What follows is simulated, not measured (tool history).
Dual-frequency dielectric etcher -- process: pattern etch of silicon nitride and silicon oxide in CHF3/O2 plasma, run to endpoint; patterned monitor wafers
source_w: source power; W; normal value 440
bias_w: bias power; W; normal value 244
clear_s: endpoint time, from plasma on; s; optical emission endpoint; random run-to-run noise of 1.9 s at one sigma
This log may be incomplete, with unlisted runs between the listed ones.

run,hour,source_w,bias_w,"incoming incoming film thickness, nm",clear_s
1,0.0,440,218,288.8,221.4
2,12.6,380,244,288.8,220.0
3,29.0,440,199,286.6,226.3
4,47.6,440,199,288.3,228.1
5,63.0,440,199,286.3,226.0
6,78.6,440,244,287.6,207.0
# hour 131.0: bias power generator calibrated
7,131.5,440,244,288.6,204.7
8,141.6,440,244,285.5,200.6
9,151.8,440,244,289.4,201.9
10,164.0,440,244,289.1,204.1
11,170.6,440,244,289.7,205.1
12,181.7,440,244,291.0,205.7
13,189.3,440,244,290.4,207.1
14,195.6,360,244,287.0,212.5
15,207.3,540,279,289.1,177.0
16,220.0,440,244,288.8,200.2
17,235.4,370,197,288.9,238.4
# hour 240.0: source power generator calibrated
18,247.5,500,298,288.3,172.4
# hour 276.6: upper electrode replaced, of another model than before
19,277.1,380,286,287.9,198.9
20,277.4,440,244,289.7,200.5
21,286.5,440,244,287.2,196.9
# hour 311.4: wet clean of the chamber
22,311.9,500,195,290.4,230.6
23,315.6,490,204,289.7,222.6
24,326.4,530,290,287.3,174.3
25,339.6,350,244,289.0,235.5
26,351.7,440,244,289.3,211.3
27,362.8,400,269,291.1,211.0
28,373.0,440,244,288.6,208.6
29,389.6,410,208,287.7,243.3
30,404.5,440,244,291.6,211.6
31,416.4,440,244,288.9,209.6
32,432.5,500,228,289.5,201.6
33,446.7,540,199,285.5,208.7
34,470.1,440,272,288.3,194.0
35,477.2,440,244,287.7,205.3
36,489.7,520,244,290.0,187.6

Give the tool's hidden conditions for every run:
source power that arrives over what is set, %: 0 at every run
bias power that arrives over what is set, %: 0 at every run
H1: etch rate over this chamber's usual, %
run,H1
1,-0.126
2,0.0533
3,0.286
4,0.55
5,0.768
6,0.99
7,1.74
8,1.88
9,2.03
10,2.2
11,2.3
12,2.45
13,2.56
14,2.65
15,2.82
16,3
17,3.21
18,3.39
19,3.81
20,3.81
21,3.94
22,-1.1
23,-1.04
24,-0.89
25,-0.702
26,-0.531
27,-0.373
28,-0.228
29,0.00705
30,0.218
31,0.387
32,0.616
33,0.817
34,1.15
35,1.25
36,1.43
